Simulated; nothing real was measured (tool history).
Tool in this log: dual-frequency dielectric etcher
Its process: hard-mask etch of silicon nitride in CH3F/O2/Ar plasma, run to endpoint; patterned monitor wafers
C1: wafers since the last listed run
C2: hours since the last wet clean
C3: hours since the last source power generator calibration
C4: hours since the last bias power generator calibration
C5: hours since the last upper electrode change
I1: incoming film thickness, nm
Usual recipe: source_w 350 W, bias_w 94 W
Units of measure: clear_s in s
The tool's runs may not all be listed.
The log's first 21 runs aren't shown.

run 22 day=11.533 | source_w=350 bias_w=94 | C1=181 C2=492.5 C3=146.8 C4=3999.4 C5=2759.4 | I1=52.6 | clear_s=78.2
-- day=11.779 bias power generator calibrated
-- day=12.721 upper electrode replaced
-- day=13.292 wet clean of the chamber
run 23 day=13.312 | source_w=410 bias_w=94 | C1=31 C2=0.5 C3=189.5 C4=36.8 C5=14.2 | I1=52.7 | clear_s=72.9
run 24 day=13.329 | source_w=320 bias_w=94 | C1=5 C2=0.9 C3=189.9 C4=37.2 C5=14.6 | I1=53.1 | clear_s=77.7
run 25 day=13.342 | source_w=270 bias_w=104 | C1=3 C2=1.2 C3=190.2 C4=37.5 C5=14.9 | I1=52.9 | clear_s=77.1
run 26 day=13.354 | source_w=350 bias_w=88 | C1=3 C2=1.5 C3=190.5 C4=37.8 C5=15.2 | I1=52.6 | clear_s=78
run 27 day=15.192 | source_w=290 bias_w=105 | C1=568 C2=45.6 C3=234.6 C4=81.9 C5=59.3 | I1=52.7 | clear_s=75.2
run 28 day=15.567 | source_w=380 bias_w=82 | C1=116 C2=54.6 C3=243.6 C4=90.9 C5=68.3 | I1=52.3 | clear_s=78.8
run 29 day=16.012 | source_w=350 bias_w=94 | C1=137 C2=65.3 C3=254.3 C4=101.6 C5=79 | I1=52.8 | clear_s=76.1
run 30 day=16.529 | source_w=310 bias_w=82 | C1=159 C2=77.7 C3=266.7 C4=114 C5=91.4 | I1=52.7 | clear_s=84.4
run 31 day=16.858 | source_w=420 bias_w=94 | C1=101 C2=85.6 C3=274.6 C4=121.9 C5=99.3 | I1=53 | clear_s=72.8
run 32 day=17.383 | source_w=350 bias_w=94 | C1=162 C2=98.2 C3=287.2 C4=134.5 C5=111.9 | I1=52.5 | clear_s=75.6
run 33 day=18.067 | source_w=350 bias_w=101 | C1=211 C2=114.6 C3=303.6 C4=150.9 C5=128.3 | I1=52.4 | clear_s=73
run 34 day=18.717 | source_w=350 bias_w=94 | C1=201 C2=130.2 C3=319.2 C4=166.5 C5=143.9 | I1=52.7 | clear_s=76
run 35 day=19.404 | source_w=290 bias_w=107 | C1=212 C2=146.7 C3=335.7 C4=183 C5=160.4 | I1=52.7 | clear_s=75

Below are 4 alternative next runs, each starting from the tool's condition after run 35. Predict each:
run A day=19.421 | source_w=430 bias_w=94 | C1=5 C2=147.1 C3=336.1 C4=183.4 C5=160.8 | I1=52.3 | clear_s=?
run B day=19.421 | source_w=410 bias_w=100 | C1=5 C2=147.1 C3=336.1 C4=183.4 C5=160.8 | I1=52.3 | clear_s=?
run C day=19.421 | source_w=270 bias_w=86 | C1=5 C2=147.1 C3=336.1 C4=183.4 C5=160.8 | I1=52.3 | clear_s=?
run D day=19.421 | source_w=300 bias_w=94 | C1=5 C2=147.1 C3=336.1 C4=183.4 C5=160.8 | I1=52.3 | clear_s=?

run=A clear_s=71.8
run=B clear_s=70.5
run=C clear_s=84
run=D clear_s=78.5
Take away the tool's hidden state, keep each run's random variation, and the runs would have read:
run=A clear_s=71.3
run=B clear_s=70
run=C clear_s=83.5
run=D clear_s=78
